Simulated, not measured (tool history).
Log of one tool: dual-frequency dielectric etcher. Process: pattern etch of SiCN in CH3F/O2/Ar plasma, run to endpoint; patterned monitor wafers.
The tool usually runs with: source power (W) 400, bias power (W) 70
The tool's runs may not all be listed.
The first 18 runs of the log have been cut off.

run	hour	source power (W)	bias power (W)	wafers since the last listed run	hours since the last wet clean	hours since the last source power generator calibration	hours since the last bias power generator calibration	hours since the last upper electrode change	incoming incoming film thickness, nm	endpoint time (s)
19	1593.9	400	70	1501	251.7	2810.2	4462.0	275.7	12.84	32.7
20	1664.2	400	70	1264	322.0	2880.5	4532.3	346.0	12.99	32.8
# hour 1680.0: bias power generator calibrated
21	1722.6	430	70	978	380.4	2938.9	42.6	404.4	12.89	32.0
22	1882.4	480	85	2874	540.2	3098.7	202.4	564.2	12.69	28.5
# hour 1974.3: wet clean of the chamber
23	1974.8	400	84	1230	0.5	3191.1	294.8	656.6	12.84	31.6
24	2020.4	500	70	820	46.1	3236.7	340.4	702.2	12.90	29.6
# hour 2083.1: source power generator calibrated
25	2121.6	320	56	1748	147.3	38.5	441.6	803.4	12.86	37.9
26	2222.8	300	60	1820	248.5	139.7	542.8	904.6	13.08	39.6
27	2322.7	350	70	1796	348.4	239.6	642.7	1004.5	12.94	35.1
28	2419.6	400	55	1742	445.3	336.5	739.6	1101.4	12.86	34.1

The next listed run, before its measurement:
# hour 2464.5: wet clean of the chamber
29	2472.1	400	70	512	7.6	389.0	792.1	1153.9	12.76	?

endpoint time (s): 32.8
If the tool had no hidden condition, the same run with the same run-to-run variation would have returned endpoint time (s) 32.8.
